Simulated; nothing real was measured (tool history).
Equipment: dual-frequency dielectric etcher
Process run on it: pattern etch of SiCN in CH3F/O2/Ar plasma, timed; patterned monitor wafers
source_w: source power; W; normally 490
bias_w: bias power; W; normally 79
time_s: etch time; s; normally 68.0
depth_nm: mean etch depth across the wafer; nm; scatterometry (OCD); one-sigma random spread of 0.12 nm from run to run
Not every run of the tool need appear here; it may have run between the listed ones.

| run | hour | source_w | bias_w | time_s | wafers since the last listed run | hours since the last wet clean | hours since the last source power generator calibration | hours since the last bias power generator calibration | hours since the last upper electrode change | hours since the gauge calibration | read-back reference wafer on the same gauge, depth_nm | depth_nm |
|---|---|---|---|---|---|---|---|---|---|---|---|---|
| 1 | 0.0 | 550 | 79 | 68.0 | 0 | 500.5 | 1921.6 | 1421.6 | 3042.0 | 206.6 | 23.40 | 31.28 |
| 2 | 6.8 | 550 | 79 | 68.0 | 49 | 507.3 | 1928.4 | 1428.4 | 3048.8 | 213.4 | 23.40 | 31.55 |
| 3 | 23.7 | 550 | 79 | 68.0 | 122 | 524.2 | 1945.3 | 1445.3 | 3065.7 | 230.3 | 23.41 | 31.25 |
| 4 | 38.4 | 450 | 92 | 68.0 | 106 | 538.9 | 1960.0 | 1460.0 | 3080.4 | 245.0 | 23.40 | 29.97 |
|  | 49.0 | bias power generator calibrated |
| 5 | 49.5 | 490 | 79 | 68.0 | 51 | 550.0 | 1971.1 | 0.5 | 3091.5 | 256.1 | 23.42 | 29.89 |
| 6 | 56.0 | 490 | 79 | 68.0 | 47 | 556.5 | 1977.6 | 7.0 | 3098.0 | 262.6 | 23.40 | 29.97 |
|  | 84.6 | upper electrode replaced |
| 7 | 85.1 | 490 | 79 | 68.0 | 36 | 585.6 | 2006.7 | 36.1 | 0.5 | 291.7 | 23.39 | 30.09 |
| 8 | 85.4 | 490 | 79 | 68.0 | 2 | 585.9 | 2007.0 | 36.4 | 0.8 | 292.0 | 23.39 | 30.21 |
|  | 104.5 | gauge calibrated |
|  | 111.2 | wet clean of the chamber |
| 9 | 111.7 | 490 | 79 | 68.0 | 16 | 0.5 | 2033.3 | 62.7 | 27.1 | 7.2 | 23.42 | 28.44 |
| 10 | 112.1 | 490 | 79 | 68.0 | 2 | 0.9 | 2033.7 | 63.1 | 27.5 | 7.6 | 23.39 | 28.68 |
| 11 | 112.4 | 490 | 79 | 68.0 | 2 | 1.2 | 2034.0 | 63.4 | 27.8 | 7.9 | 23.40 | 28.83 |
| 12 | 115.7 | 570 | 86 | 75.5 | 23 | 4.5 | 2037.3 | 66.7 | 31.1 | 11.2 | 23.39 | 34.42 |
| 13 | 128.2 | 550 | 79 | 68.0 | 90 | 17.0 | 2049.8 | 79.2 | 43.6 | 23.7 | 23.40 | 30.28 |
| 14 | 137.1 | 490 | 79 | 68.0 | 64 | 25.9 | 2058.7 | 88.1 | 52.5 | 32.6 | 23.38 | 28.67 |
| 15 | 153.4 | 460 | 85 | 60.5 | 117 | 42.2 | 2075.0 | 104.4 | 68.8 | 48.9 | 23.40 | 25.35 |
|  | 165.3 | source power generator calibrated |
| 16 | 166.6 | 590 | 79 | 84.5 | 66 | 55.4 | 1.3 | 117.6 | 82.0 | 62.1 | 23.41 | 38.58 |

Forecast run 17:
| 17 | 181.7 | 380 | 66 | 68.0 | 109 | 70.5 | 16.4 | 132.7 | 97.1 | 77.2 | ? | ? |

Run 17 yielded read-back reference wafer on the same gauge, depth_nm 23.39, depth_nm 24.85 nm.
If the tool had no hidden condition, the same run with the same run-to-run variation would have returned depth_nm 24.72 nm.

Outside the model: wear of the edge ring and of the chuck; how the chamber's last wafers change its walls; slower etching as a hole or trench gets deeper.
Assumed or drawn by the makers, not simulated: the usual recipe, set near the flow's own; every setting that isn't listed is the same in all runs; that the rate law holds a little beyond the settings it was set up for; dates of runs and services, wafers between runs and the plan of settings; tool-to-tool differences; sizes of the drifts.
